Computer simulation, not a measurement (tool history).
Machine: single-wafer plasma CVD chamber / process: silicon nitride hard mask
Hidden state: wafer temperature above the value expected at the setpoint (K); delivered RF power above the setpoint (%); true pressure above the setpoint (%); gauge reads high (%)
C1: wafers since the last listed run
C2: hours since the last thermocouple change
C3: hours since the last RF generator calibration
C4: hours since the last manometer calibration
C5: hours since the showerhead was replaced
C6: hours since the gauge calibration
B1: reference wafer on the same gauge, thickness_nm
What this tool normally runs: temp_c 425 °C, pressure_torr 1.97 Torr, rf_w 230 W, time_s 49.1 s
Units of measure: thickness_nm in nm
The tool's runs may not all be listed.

run 1 day=0.000 | temp_c=425 pressure_torr=2.09 rf_w=230 time_s=49.1 | C1=0 C2=2536.1 C3=1788.3 C4=1009.3 C5=7155.9 C6=33.3 | B1=62.395 | thickness_nm=49.629
run 2 day=0.254 | temp_c=425 pressure_torr=1.97 rf_w=230 time_s=52.2 | C1=102 C2=2542.2 C3=1794.4 C4=1015.4 C5=7162.0 C6=39.4 | B1=62.399 | thickness_nm=52.155
run 3 day=0.704 | temp_c=425 pressure_torr=1.97 rf_w=230 time_s=52.2 | C1=180 C2=2553.0 C3=1805.2 C4=1026.2 C5=7172.8 C6=50.2 | B1=62.382 | thickness_nm=52.145
run 4 day=1.408 | temp_c=425 pressure_torr=1.97 rf_w=230 time_s=52.2 | C1=282 C2=2569.9 C3=1822.1 C4=1043.1 C5=7189.7 C6=67.1 | B1=62.385 | thickness_nm=52.132
run 5 day=1.983 | temp_c=425 pressure_torr=1.97 rf_w=230 time_s=44.3 | C1=230 C2=2583.7 C3=1835.9 C4=1056.9 C5=7203.5 C6=80.9 | B1=62.395 | thickness_nm=44.166
run 6 day=2.562 | temp_c=428 pressure_torr=1.97 rf_w=230 time_s=49.1 | C1=232 C2=2597.6 C3=1849.8 C4=1070.8 C5=7217.4 C6=94.8 | B1=62.406 | thickness_nm=48.800
run 7 day=3.038 | temp_c=425 pressure_torr=1.97 rf_w=230 time_s=53.7 | C1=190 C2=2609.0 C3=1861.2 C4=1082.2 C5=7228.8 C6=106.2 | B1=62.396 | thickness_nm=53.470
run 8 day=3.688 | temp_c=425 pressure_torr=1.97 rf_w=230 time_s=53.7 | C1=260 C2=2624.6 C3=1876.8 C4=1097.8 C5=7244.4 C6=121.8 | B1=62.411 | thickness_nm=53.295
run 9 day=5.579 | temp_c=425 pressure_torr=1.97 rf_w=230 time_s=53.7 | C1=759 C2=2670.0 C3=1922.2 C4=1143.2 C5=7289.8 C6=167.2 | B1=62.396 | thickness_nm=53.124
run 10 day=5.829 | temp_c=425 pressure_torr=1.97 rf_w=230 time_s=49.1 | C1=100 C2=2676.0 C3=1928.2 C4=1149.2 C5=7295.8 C6=173.2 | B1=62.409 | thickness_nm=48.639
-- day=6.729 capacitance manometer re-zeroed and calibrated
run 11 day=6.750 | temp_c=425 pressure_torr=1.97 rf_w=230 time_s=49.1 | C1=235 C2=2698.1 C3=1950.3 C4=0.5 C5=7317.9 C6=195.3 | B1=62.401 | thickness_nm=49.530
-- day=7.233 showerhead replaced
-- day=7.246 RF generator calibrated
-- day=8.829 thermocouple changed; heater temperature recalibrated
run 12 day=8.850 | temp_c=421 pressure_torr=1.97 rf_w=230 time_s=49.1 | C1=571 C2=0.5 C3=38.5 C4=50.9 C5=38.8 C6=245.7 | B1=62.411 | thickness_nm=53.156
run 13 day=9.075 | temp_c=425 pressure_torr=1.97 rf_w=230 time_s=52.5 | C1=90 C2=5.9 C3=43.9 C4=56.3 C5=44.2 C6=251.1 | B1=62.401 | thickness_nm=56.817
run 14 day=9.488 | temp_c=425 pressure_torr=1.97 rf_w=195 time_s=43.3 | C1=165 C2=15.8 C3=53.8 C4=66.2 C5=54.1 C6=261.0 | B1=62.399 | thickness_nm=39.466
run 15 day=9.892 | temp_c=413 pressure_torr=1.97 rf_w=190 time_s=49.1 | C1=162 C2=25.5 C3=63.5 C4=75.9 C5=63.8 C6=270.7 | B1=62.415 | thickness_nm=43.833
run 16 day=10.438 | temp_c=425 pressure_torr=1.61 rf_w=230 time_s=56.4 | C1=219 C2=38.6 C3=76.6 C4=89.0 C5=76.9 C6=283.8 | B1=62.410 | thickness_nm=58.416
run 17 day=11.183 | temp_c=425 pressure_torr=1.76 rf_w=245 time_s=49.1 | C1=299 C2=56.5 C3=94.5 C4=106.9 C5=94.8 C6=301.7 | B1=62.401 | thickness_nm=54.890
run 18 day=11.838 | temp_c=425 pressure_torr=1.97 rf_w=265 time_s=54.9 | C1=262 C2=72.2 C3=110.2 C4=122.6 C5=110.5 C6=317.4 | B1=62.384 | thickness_nm=67.553
-- day=12.246 gauge calibrated
run 19 day=12.308 | temp_c=425 pressure_torr=1.65 rf_w=215 time_s=40.0 | C1=188 C2=83.5 C3=121.5 C4=133.9 C5=121.8 C6=1.5 | B1=62.392 | thickness_nm=38.861
run 20 day=13.042 | temp_c=425 pressure_torr=1.97 rf_w=230 time_s=49.1 | C1=294 C2=101.1 C3=139.1 C4=151.5 C5=139.4 C6=19.1 | B1=62.408 | thickness_nm=53.021
run 21 day=13.483 | temp_c=425 pressure_torr=1.97 rf_w=230 time_s=49.1 | C1=177 C2=111.7 C3=149.7 C4=162.1 C5=150.0 C6=29.7 | B1=62.399 | thickness_nm=52.831
run 22 day=14.004 | temp_c=425 pressure_torr=1.97 rf_w=205 time_s=49.1 | C1=209 C2=124.2 C3=162.2 C4=174.6 C5=162.5 C6=42.2 | B1=62.400 | thickness_nm=47.126
run 23 day=14.288 | temp_c=430 pressure_torr=2.17 rf_w=265 time_s=41.5 | C1=113 C2=131.0 C3=169.0 C4=181.4 C5=169.3 C6=49.0 | B1=62.398 | thickness_nm=51.934
run 24 day=14.554 | temp_c=425 pressure_torr=1.97 rf_w=230 time_s=49.1 | C1=107 C2=137.4 C3=175.4 C4=187.8 C5=175.7 C6=55.4 | B1=62.400 | thickness_nm=52.851
run 25 day=14.871 | temp_c=425 pressure_torr=2.32 rf_w=210 time_s=49.1 | C1=127 C2=145.0 C3=183.0 C4=195.4 C5=183.3 C6=63.0 | B1=62.400 | thickness_nm=49.831
run 26 day=15.575 | temp_c=425 pressure_torr=1.97 rf_w=210 time_s=49.1 | C1=282 C2=161.9 C3=199.9 C4=212.3 C5=200.2 C6=79.9 | B1=62.399 | thickness_nm=48.228
run 27 day=16.217 | temp_c=425 pressure_torr=1.78 rf_w=195 time_s=53.5 | C1=257 C2=177.3 C3=215.3 C4=227.7 C5=215.6 C6=95.3 | B1=62.400 | thickness_nm=47.350
run 28 day=16.492 | temp_c=425 pressure_torr=1.97 rf_w=230 time_s=49.1 | C1=110 C2=183.9 C3=221.9 C4=234.3 C5=222.2 C6=101.9 | B1=62.383 | thickness_nm=52.797

Each row is a separate what-if for the run after 28, all from the same tool condition, not one after another. Results?
run A day=16.508 | temp_c=425 pressure_torr=1.97 rf_w=260 time_s=49.1 | C1=6 C2=184.3 C3=222.3 C4=234.7 C5=222.6 C6=102.3 | B1=? | thickness_nm=?
run B day=16.508 | temp_c=425 pressure_torr=1.97 rf_w=270 time_s=49.1 | C1=6 C2=184.3 C3=222.3 C4=234.7 C5=222.6 C6=102.3 | B1=? | thickness_nm=?
run C day=16.508 | temp_c=425 pressure_torr=1.97 rf_w=245 time_s=44.3 | C1=6 C2=184.3 C3=222.3 C4=234.7 C5=222.6 C6=102.3 | B1=? | thickness_nm=?
run D day=16.508 | temp_c=425 pressure_torr=1.57 rf_w=230 time_s=49.1 | C1=6 C2=184.3 C3=222.3 C4=234.7 C5=222.6 C6=102.3 | B1=? | thickness_nm=?
run E day=16.508 | temp_c=414 pressure_torr=1.97 rf_w=230 time_s=49.1 | C1=6 C2=184.3 C3=222.3 C4=234.7 C5=222.6 C6=102.3 | B1=? | thickness_nm=?

run=A B1=62.386 thickness_nm=59.090
run=B B1=62.386 thickness_nm=61.109
run=C B1=62.386 thickness_nm=50.504
run=D B1=62.386 thickness_nm=50.242
run=E B1=62.386 thickness_nm=53.006
What these runs would have given with no unlogged condition in the tool:
run=A thickness_nm=60.148
run=B thickness_nm=62.164
run=C thickness_nm=51.408
run=D thickness_nm=51.191
run=E thickness_nm=54.002
